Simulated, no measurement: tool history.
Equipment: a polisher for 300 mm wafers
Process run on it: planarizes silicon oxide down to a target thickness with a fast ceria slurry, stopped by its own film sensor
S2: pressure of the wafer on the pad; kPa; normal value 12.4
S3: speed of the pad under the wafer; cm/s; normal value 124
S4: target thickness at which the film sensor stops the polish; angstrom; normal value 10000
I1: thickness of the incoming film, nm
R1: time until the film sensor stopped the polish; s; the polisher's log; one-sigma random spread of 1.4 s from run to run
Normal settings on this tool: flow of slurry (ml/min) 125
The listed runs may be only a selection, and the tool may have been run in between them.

run 1 hour=0 | flow_of_slurry_(ml/min)=125 S2=12.4 S3=124 S4=11300 | I1=1939.8 | R1=85
-- hour=42.5 head pressure recalibrated
-- hour=84.4 worn pad replaced by a new one
run 2 hour=92.8 | flow_of_slurry_(ml/min)=125 S2=12.4 S3=124 S4=11300 | I1=1954 | R1=79.4
run 3 hour=187.5 | flow_of_slurry_(ml/min)=125 S2=11 S3=124 S4=10000 | I1=1952.1 | R1=108.8
run 4 hour=248 | flow_of_slurry_(ml/min)=125 S2=11 S3=124 S4=10000 | I1=1932.3 | R1=105.6
run 5 hour=285.1 | flow_of_slurry_(ml/min)=125 S2=12.4 S3=124 S4=8080 | I1=1905.3 | R1=113.1
-- hour=287.8 slurry nozzle cleaned
run 6 hour=339.1 | flow_of_slurry_(ml/min)=125 S2=12.4 S3=124 S4=8080 | I1=1921.1 | R1=116.3
-- hour=382 worn pad replaced by a new one
run 7 hour=400.4 | flow_of_slurry_(ml/min)=125 S2=12.4 S3=106 S4=10000 | I1=1935.9 | R1=102.3
run 8 hour=505.5 | flow_of_slurry_(ml/min)=125 S2=12.4 S3=106 S4=10000 | I1=1972.5 | R1=112.9
run 9 hour=568 | flow_of_slurry_(ml/min)=125 S2=12.4 S3=106 S4=10000 | I1=1916.5 | R1=111.5
-- hour=617.1 head pressure recalibrated
run 10 hour=665.5 | flow_of_slurry_(ml/min)=125 S2=12.4 S3=124 S4=12260 | I1=1972.9 | R1=78.2
-- hour=722.9 worn pad replaced by a new one
run 11 hour=723.4 | flow_of_slurry_(ml/min)=85 S2=13.8 S3=152 S4=10000 | I1=1935.7 | R1=70
-- hour=747 slurry nozzle cleaned
run 12 hour=808.7 | flow_of_slurry_(ml/min)=125 S2=12.4 S3=124 S4=10000 | I1=1944.1 | R1=93.1
run 13 hour=910.4 | flow_of_slurry_(ml/min)=125 S2=9.7 S3=84 S4=10000 | I1=1948.5 | R1=186.1
-- hour=1015.3 worn pad replaced by a new one
run 14 hour=1015.8 | flow_of_slurry_(ml/min)=125 S2=12.4 S3=106 S4=10000 | I1=1947.1 | R1=100
run 15 hour=1079.9 | flow_of_slurry_(ml/min)=125 S2=12.4 S3=154 S4=6890 | I1=1935.8 | R1=100.5
run 16 hour=1124.9 | flow_of_slurry_(ml/min)=125 S2=12.4 S3=124 S4=10000 | I1=1919.7 | R1=92.8
-- hour=1151.4 head pressure recalibrated
-- hour=1162.9 slurry nozzle cleaned
run 17 hour=1283 | flow_of_slurry_(ml/min)=125 S2=12.4 S3=80 S4=11630 | I1=1929.8 | R1=125.5
run 18 hour=1335.8 | flow_of_slurry_(ml/min)=125 S2=12.4 S3=98 S4=10000 | I1=1935.9 | R1=125.2
-- hour=1353.7 worn pad replaced by a new one
run 19 hour=1427.2 | flow_of_slurry_(ml/min)=125 S2=12.4 S3=124 S4=12250 | I1=1957.8 | R1=71.6
run 20 hour=1465.3 | flow_of_slurry_(ml/min)=110 S2=10.3 S3=124 S4=10000 | I1=1955.9 | R1=121.2
-- hour=1535 slurry nozzle cleaned
run 21 hour=1547.1 | flow_of_slurry_(ml/min)=100 S2=9 S3=124 S4=8770 | I1=1930.1 | R1=164.9

Below, some changes in R1 between adjacent runs. For each, the amount present without the hidden state too (settings, incoming material, random variation) and the amount remaining for the hidden state with gauge scatter not shared by both compared results:
Hidden conditions of the tool in this case: removal rate lost through wear of the pad, %; slurry flow missing at the pad, %; deviation of the head's pressure from its setpoint, %.
Run 12 -> 13: S2 12.4 -> 9.7, S3 124 -> 84. R1 +93 s: hidden state +13.3, all else +79.7.
Run 13 -> 14: S2 9.7 -> 12.4, S3 84 -> 106, worn pad replaced by a new one. R1 -86.1 s: hidden state -19.7, all else -66.4.
